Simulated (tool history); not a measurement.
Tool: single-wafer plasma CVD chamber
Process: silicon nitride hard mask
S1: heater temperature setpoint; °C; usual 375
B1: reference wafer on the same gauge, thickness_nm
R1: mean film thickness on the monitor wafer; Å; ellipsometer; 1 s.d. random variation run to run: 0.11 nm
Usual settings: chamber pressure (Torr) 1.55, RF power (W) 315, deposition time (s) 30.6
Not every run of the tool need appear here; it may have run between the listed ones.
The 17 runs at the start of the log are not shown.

run 18 hour=218.6 | S1=375 chamber_pressure_(Torr)=1.55 RF_power_(W)=340 deposition_time_(s)=32.2 | B1=27.795 | R1=377.28
run 19 hour=233.1 | S1=375 chamber_pressure_(Torr)=1.77 RF_power_(W)=315 deposition_time_(s)=33.9 | B1=27.801 | R1=401.5
run 20 hour=240.6 | S1=382 chamber_pressure_(Torr)=1.55 RF_power_(W)=315 deposition_time_(s)=34.1 | B1=27.797 | R1=386.07
run 21 hour=255.2 | S1=375 chamber_pressure_(Torr)=1.3 RF_power_(W)=315 deposition_time_(s)=30.6 | B1=27.803 | R1=322.05
run 22 hour=272.4 | S1=375 chamber_pressure_(Torr)=1.55 RF_power_(W)=340 deposition_time_(s)=28.7 | B1=27.779 | R1=335.3
run 23 hour=283.6 | S1=375 chamber_pressure_(Torr)=1.31 RF_power_(W)=255 deposition_time_(s)=35.5 | B1=27.818 | R1=340.73
run 24 hour=293.7 | S1=364 chamber_pressure_(Torr)=1.55 RF_power_(W)=315 deposition_time_(s)=32.8 | B1=27.781 | R1=371.5
run 25 hour=301.4 | S1=375 chamber_pressure_(Torr)=1.55 RF_power_(W)=315 deposition_time_(s)=30.6 | B1=27.76 | R1=345.7
run 26 hour=319.1 | S1=389 chamber_pressure_(Torr)=1.55 RF_power_(W)=315 deposition_time_(s)=30.6 | B1=27.805 | R1=343.23
run 27 hour=330.2 | S1=368 chamber_pressure_(Torr)=1.65 RF_power_(W)=360 deposition_time_(s)=30.6 | B1=27.809 | R1=375.86
run 28 hour=345.4 | S1=375 chamber_pressure_(Torr)=1.55 RF_power_(W)=315 deposition_time_(s)=33.1 | B1=27.799 | R1=371.8
run 29 hour=359.1 | S1=375 chamber_pressure_(Torr)=1.55 RF_power_(W)=340 deposition_time_(s)=32.2 | B1=27.809 | R1=376.87
run 30 hour=367.4 | S1=375 chamber_pressure_(Torr)=1.55 RF_power_(W)=315 deposition_time_(s)=30.6 | B1=27.799 | R1=347.56

Here are 3 independent what-if runs from the current tool condition. What would each one return?
run A hour=367.8 | S1=375 chamber_pressure_(Torr)=1.55 RF_power_(W)=315 deposition_time_(s)=30.6 | B1=? | R1=?
run B hour=367.8 | S1=365 chamber_pressure_(Torr)=1.86 RF_power_(W)=335 deposition_time_(s)=30.6 | B1=? | R1=?
run C hour=367.8 | S1=375 chamber_pressure_(Torr)=1.35 RF_power_(W)=315 deposition_time_(s)=30.6 | B1=? | R1=?

run=A B1=27.823 R1=343.58
run=B B1=27.823 R1=379.06
run=C B1=27.823 R1=324.96
Had the tool no hidden state, the same runs would have come out as:
run=A R1=343.58
run=B R1=379.06
run=C R1=324.96

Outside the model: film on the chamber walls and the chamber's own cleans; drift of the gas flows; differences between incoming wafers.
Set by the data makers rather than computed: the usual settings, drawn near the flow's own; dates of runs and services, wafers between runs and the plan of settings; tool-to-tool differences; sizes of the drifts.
